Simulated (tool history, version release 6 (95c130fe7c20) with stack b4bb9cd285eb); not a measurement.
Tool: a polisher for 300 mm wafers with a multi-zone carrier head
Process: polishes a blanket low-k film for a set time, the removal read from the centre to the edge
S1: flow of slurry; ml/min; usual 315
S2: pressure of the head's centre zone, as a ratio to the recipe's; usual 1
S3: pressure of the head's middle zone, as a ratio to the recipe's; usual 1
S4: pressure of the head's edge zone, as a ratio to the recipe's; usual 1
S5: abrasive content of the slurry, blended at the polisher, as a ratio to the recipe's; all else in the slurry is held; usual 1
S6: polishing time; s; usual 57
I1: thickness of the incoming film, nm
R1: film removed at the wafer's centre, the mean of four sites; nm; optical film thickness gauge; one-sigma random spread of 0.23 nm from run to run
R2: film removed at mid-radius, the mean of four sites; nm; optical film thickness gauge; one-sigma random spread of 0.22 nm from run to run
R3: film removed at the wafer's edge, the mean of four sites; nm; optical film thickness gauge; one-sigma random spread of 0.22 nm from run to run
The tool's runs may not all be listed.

| run | hour | S1 | S2 | S3 | S4 | S5 | S6 | I1 | R1 | R2 | R3 |
|---|---|---|---|---|---|---|---|---|---|---|---|
| 1 | 0 | 390 | 1 | 0.88 | 1 | 1 | 57 | 644.5 | 20 | 17.6 | 19.5 |
| 2 | 68.7 | 315 | 1 | 1 | 0.97 | 0.75 | 57 | 644.6 | 16.1 | 15.5 | 15.2 |
| 3 | 115.3 | 315 | 1.05 | 1 | 1 | 1 | 68 | 650.1 | 23.4 | 22.6 | 22.1 |
|  | 164.5 | worn pad replaced by a new one |
|  | 165.3 | edge zone pressure recalibrated |
| 4 | 215.2 | 315 | 1 | 1 | 1 | 1 | 57 | 653.7 | 21 | 20.7 | 20.6 |
|  | 222.3 | carrier head's membrane replaced by a new one |
|  | 230.8 | slurry nozzle cleaned |
| 5 | 285.7 | 270 | 1 | 1 | 1 | 1.25 | 70 | 661.8 | 28.4 | 28 | 28.2 |
| 6 | 370.1 | 375 | 1 | 1 | 1 | 1 | 41 | 646.2 | 15.7 | 14.8 | 14.8 |
| 7 | 423.4 | 245 | 1 | 0.94 | 1.05 | 1.1 | 57 | 652.8 | 21.8 | 19.9 | 20.9 |
|  | 432.9 | centre zone pressure recalibrated |
| 8 | 461.9 | 210 | 1 | 1 | 1 | 0.7 | 45 | 639.5 | 11.5 | 11.9 | 11.9 |
| 9 | 510.7 | 315 | 1 | 0.9 | 1.09 | 1 | 38 | 660.2 | 13.5 | 12.2 | 13.8 |
| 10 | 604.9 | 315 | 1.07 | 0.96 | 0.97 | 1 | 57 | 653 | 21.1 | 19.4 | 19.6 |
| 11 | 642.8 | 315 | 1.05 | 1 | 1 | 1 | 68 | 642.7 | 24.8 | 23.5 | 23.5 |
| 12 | 739.9 | 315 | 1 | 1 | 1 | 1 | 57 | 652.2 | 19.3 | 19.5 | 19.1 |
| 13 | 785.1 | 265 | 1.04 | 1.04 | 1 | 1 | 66 | 650.4 | 22.9 | 23.1 | 22 |
| 14 | 881 | 315 | 1 | 1 | 1 | 0.75 | 57 | 657.9 | 15.7 | 15.3 | 15.1 |
| 15 | 938.3 | 315 | 1 | 0.95 | 1 | 1 | 64 | 649.9 | 21.6 | 20.1 | 20.6 |
|  | 959.9 | worn pad replaced by a new one |
|  | 960.1 | edge zone pressure recalibrated |
|  | 1106.9 | slurry nozzle cleaned |
| 16 | 1200 | 315 | 1 | 1 | 1 | 1 | 57 | 656.8 | 21 | 20.6 | 20.6 |
|  | 1305.5 | centre zone pressure recalibrated |
| 17 | 1351.7 | 315 | 1 | 1 | 1.06 | 1 | 57 | 645.5 | 20.1 | 20 | 20.6 |
| 18 | 1434.4 | 315 | 1 | 0.88 | 1 | 1 | 51 | 650.3 | 17.9 | 15.8 | 17.6 |
|  | 1536.2 | carrier head's membrane replaced by a new one |
| 19 | 1544.4 | 315 | 1 | 1 | 1 | 1 | 57 | 659.4 | 19.9 | 19.4 | 18.9 |
| 20 | 1602.6 | 315 | 1 | 1 | 1 | 1 | 57 | 647.2 | 19.9 | 18.9 | 19 |

What if the next run were any one of these 5? Each begins from the tool's condition after run 20:
| A | 1603 | 315 | 1 | 1 | 1 | 1 | 57 | 647.9 | ? | ? | ? |
| B | 1603 | 315 | 1 | 1.07 | 1 | 1 | 57 | 647.9 | ? | ? | ? |
| C | 1603 | 370 | 1 | 1 | 1 | 1 | 57 | 647.9 | ? | ? | ? |
| D | 1603 | 360 | 1 | 1.09 | 1 | 1 | 77 | 647.9 | ? | ? | ? |
| E | 1603 | 315 | 1 | 0.94 | 0.96 | 1 | 57 | 647.9 | ? | ? | ? |

| run | R1 | R2 | R3 |
|---|---|---|---|
| A | 19.2 | 19.2 | 19 |
| B | 19.2 | 20.3 | 19 |
| C | 19.5 | 19.5 | 19.2 |
| D | 26.4 | 28.2 | 25.9 |
| E | 19.2 | 18.2 | 18.7 |
Take away the tool's hidden state, keep each run's random variation, and the runs would have read:
| run | R1 | R2 | R3 |
|---|---|---|---|
| A | 20.1 | 20.7 | 20.5 |
| B | 20.2 | 22 | 20.5 |
| C | 20.5 | 21.1 | 20.8 |
| D | 27.6 | 30.5 | 28 |
| E | 20.1 | 19.7 | 20.3 |
